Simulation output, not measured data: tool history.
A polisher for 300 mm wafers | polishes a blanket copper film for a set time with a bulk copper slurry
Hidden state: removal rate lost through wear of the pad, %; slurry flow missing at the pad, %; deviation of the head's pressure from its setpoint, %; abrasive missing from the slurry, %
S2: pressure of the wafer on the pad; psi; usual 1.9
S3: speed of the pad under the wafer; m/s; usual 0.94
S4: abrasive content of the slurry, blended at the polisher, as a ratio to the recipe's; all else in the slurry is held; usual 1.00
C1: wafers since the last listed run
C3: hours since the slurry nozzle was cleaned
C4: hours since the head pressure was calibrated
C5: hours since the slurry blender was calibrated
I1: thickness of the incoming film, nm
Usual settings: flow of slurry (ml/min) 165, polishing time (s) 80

Run 1, hour 0.0: usual settings; C1 0; wafers polished on this pad 497; C3 200.0; C4 292.2; C5 87.8; I1 2151.2. Result: film removed (nm) 429.9.
Run 2, hour 38.1: usual settings; C1 408; wafers polished on this pad 905; C3 238.1; C4 330.3; C5 125.9; I1 2160.6. Result: film removed (nm) 423.8.
At hour 186.6: head pressure recalibrated.
Run 3, hour 199.6: usual settings; C1 1709; wafers polished on this pad 2614; C3 399.6; C4 13.0; C5 287.4; I1 2142.0. Result: film removed (nm) 419.9.
Run 4, hour 269.9: usual settings; C1 753; wafers polished on this pad 3368; C3 469.9; C4 83.3; C5 357.7; I1 2138.5. Result: film removed (nm) 414.8.
At hour 325.4: slurry nozzle cleaned.
Run 5, hour 335.8: usual settings; C1 695; wafers polished on this pad 4063; C3 10.4; C4 149.2; C5 423.6; I1 2165.1. Result: film removed (nm) 428.4.
At hour 365.4: slurry blender recalibrated.
Run 6, hour 375.5: usual settings but S3 0.76 m/s; C1 404; wafers polished on this pad 4467; C3 50.1; C4 188.9; C5 10.1; I1 2169.8. Result: film removed (nm) 376.6.
At hour 387.6: worn pad replaced by a new one.
Run 7, hour 427.3: usual settings but S3 0.76 m/s; C1 512; wafers polished on this pad 425; C3 101.9; C4 240.7; C5 61.9; I1 2157.7. Result: film removed (nm) 374.5.
Run 8, hour 484.5: usual settings; C1 613; wafers polished on this pad 1038; C3 159.1; C4 297.9; C5 119.1; I1 2146.1. Result: film removed (nm) 425.5.
Run 9, hour 547.5: usual settings but flow of slurry (ml/min) 130; C1 675; wafers polished on this pad 1714; C3 222.1; C4 360.9; C5 182.1; I1 2124.1. Result: film removed (nm) 401.2.
Run 10, hour 599.8: usual settings but flow of slurry (ml/min) 125, S3 0.66 m/s; C1 560; wafers polished on this pad 2274; C3 274.4; C4 413.2; C5 234.4; I1 2184.8. Result: film removed (nm) 314.7.
Run 11, hour 628.9: usual settings but flow of slurry (ml/min) 205, S2 2.5 psi, S3 1.16 m/s; C1 311; wafers polished on this pad 2586; C3 303.5; C4 442.3; C5 263.5; I1 2161.4. Result: film removed (nm) 662.0.
At hour 662.7: head pressure recalibrated.
Run 12, hour 684.5: usual settings but flow of slurry (ml/min) 140, S2 1.2 psi, S4 1.15, polishing time (s) 69; C1 574; wafers polished on this pad 3160; C3 359.1; C4 21.8; C5 319.1; I1 2184.8. Result: film removed (nm) 227.6.
Run 13, hour 716.0: usual settings but flow of slurry (ml/min) 225, S4 0.85, polishing time (s) 101; C1 337; wafers polished on this pad 3498; C3 390.6; C4 53.3; C5 350.6; I1 2144.7. Result: film removed (nm) 522.5.
Run 14, hour 764.3: usual settings but flow of slurry (ml/min) 110, S2 1.4 psi, S4 1.10; C1 517; wafers polished on this pad 4016; C3 438.9; C4 101.6; C5 398.9; I1 2148.9. Result: film removed (nm) 278.3.
At hour 773.8: slurry nozzle cleaned.
Run 15, hour 794.2: usual settings; C1 309; wafers polished on this pad 4325; C3 20.4; C4 131.5; C5 428.8; I1 2120.5. Result: film removed (nm) 428.3.
At hour 818.6: slurry blender recalibrated.
At hour 846.7: worn pad replaced by a new one.
Run 16, hour 926.0: usual settings but flow of slurry (ml/min) 190, S3 1.16 m/s, S4 1.20; C1 1348; wafers polished on this pad 849; C3 152.2; C4 263.3; C5 107.4; I1 2112.6. Result: film removed (nm) 534.6.
Run 17, hour 953.9: usual settings; C1 299; wafers polished on this pad 1148; C3 180.1; C4 291.2; C5 135.3; I1 2148.6. Result: film removed (nm) 425.8.
Run 18, hour 1012.0: usual settings but flow of slurry (ml/min) 125, S3 1.06 m/s, S4 0.90, polishing time (s) 92; C1 622; wafers polished on this pad 1771; C3 238.2; C4 349.3; C5 193.4; I1 2134.5. Result: film removed (nm) 479.9.
Run 19, hour 1050.1: usual settings; C1 408; wafers polished on this pad 2179; C3 276.3; C4 387.4; C5 231.5; I1 2150.5. Result: film removed (nm) 426.8.
Run 20, hour 1080.6: usual settings but S2 1.7 psi, S3 0.84 m/s, S4 1.15, polishing time (s) 107; C1 326; wafers polished on this pad 2506; C3 306.8; C4 417.9; C5 262.0; I1 2156.7. Result: film removed (nm) 498.7.
Run 21, hour 1126.5: usual settings; C1 491; wafers polished on this pad 2998; C3 352.7; C4 463.8; C5 307.9; I1 2140.4. Result: film removed (nm) 419.5.
Run 22, hour 1191.7: usual settings; C1 698; wafers polished on this pad 3697; C3 417.9; C4 529.0; C5 373.1; I1 2180.5. Result: film removed (nm) 414.3.
At hour 1243.3: head pressure recalibrated.
Run 23, hour 1243.8: usual settings but S3 1.06 m/s; C1 536; wafers polished on this pad 4234; C3 470.0; C4 0.5; C5 425.2; I1 2113.4. Result: film removed (nm) 452.2.
At hour 1278.8: slurry nozzle cleaned.
At hour 1283.6: slurry blender recalibrated.
Run 24, hour 1307.3: usual settings but S2 1.2 psi; C1 648; wafers polished on this pad 4882; C3 28.5; C4 64.0; C5 23.7; I1 2148.9. Result: film removed (nm) 268.1.
At hour 1329.9: worn pad replaced by a new one.
Run 25, hour 1356.2: usual settings; C1 481; wafers polished on this pad 281; C3 77.4; C4 112.9; C5 72.6; I1 2137.9. Result: film removed (nm) 428.0.
Run 26, hour 1380.7: usual settings; C1 262; wafers polished on this pad 544; C3 101.9; C4 137.4; C5 97.1; I1 2126.0. Result: film removed (nm) 427.0.
Run 27, hour 1405.4: usual settings but S2 2.6 psi, polishing time (s) 102; C1 264; wafers polished on this pad 809; C3 126.6; C4 162.1; C5 121.8; I1 2172.1. Result: film removed (nm) 741.7.
Run 28, hour 1476.4: usual settings but S4 0.85, polishing time (s) 101; C1 760; wafers polished on this pad 1569; C3 197.6; C4 233.1; C5 192.8; I1 2153.4. Result: film removed (nm) 503.8.
Run 29, hour 1530.6: usual settings; C1 580; wafers polished on this pad 2150; C3 251.8; C4 287.3; C5 247.0; I1 2122.0. Result: film removed (nm) 420.8.
Run 30, hour 1599.6: usual settings but flow of slurry (ml/min) 115, S3 1.20 m/s, polishing time (s) 91; C1 739; wafers polished on this pad 2890; C3 320.8; C4 356.3; C5 316.0; I1 2141.3. Result: film removed (nm) 517.9.
Run 31, hour 1630.2: usual settings but flow of slurry (ml/min) 120, S3 1.02 m/s, S4 0.90; C1 327; wafers polished on this pad 3218; C3 351.4; C4 386.9; C5 346.6; I1 2124.3. Result: film removed (nm) 391.4.

The tool's hidden state at each run:
removal rate lost through wear of the pad, %: 0 in every run
deviation of the head's pressure from its setpoint, %: 0 in every run
abrasive missing from the slurry, %: 0 in every run
H1: slurry flow missing at the pad, %
run    H1
  1  9.65
  2  11.2
  3  17.7
  4  20.5
  5  3.91
  6   5.5
  7  7.58
  8  9.88
  9  12.4
 10  14.5
 11  15.7
 12  17.9
 13  19.2
 14  21.1
 15  1.76
 16  7.06
 17  8.18
 18  10.5
 19    12
 20  13.3
 21  15.1
 22  17.7
 23  19.8
 24  4.03
 25  5.99
 26  6.98
 27  7.97
 28  10.8
 29    13
 30  15.8
 31    17

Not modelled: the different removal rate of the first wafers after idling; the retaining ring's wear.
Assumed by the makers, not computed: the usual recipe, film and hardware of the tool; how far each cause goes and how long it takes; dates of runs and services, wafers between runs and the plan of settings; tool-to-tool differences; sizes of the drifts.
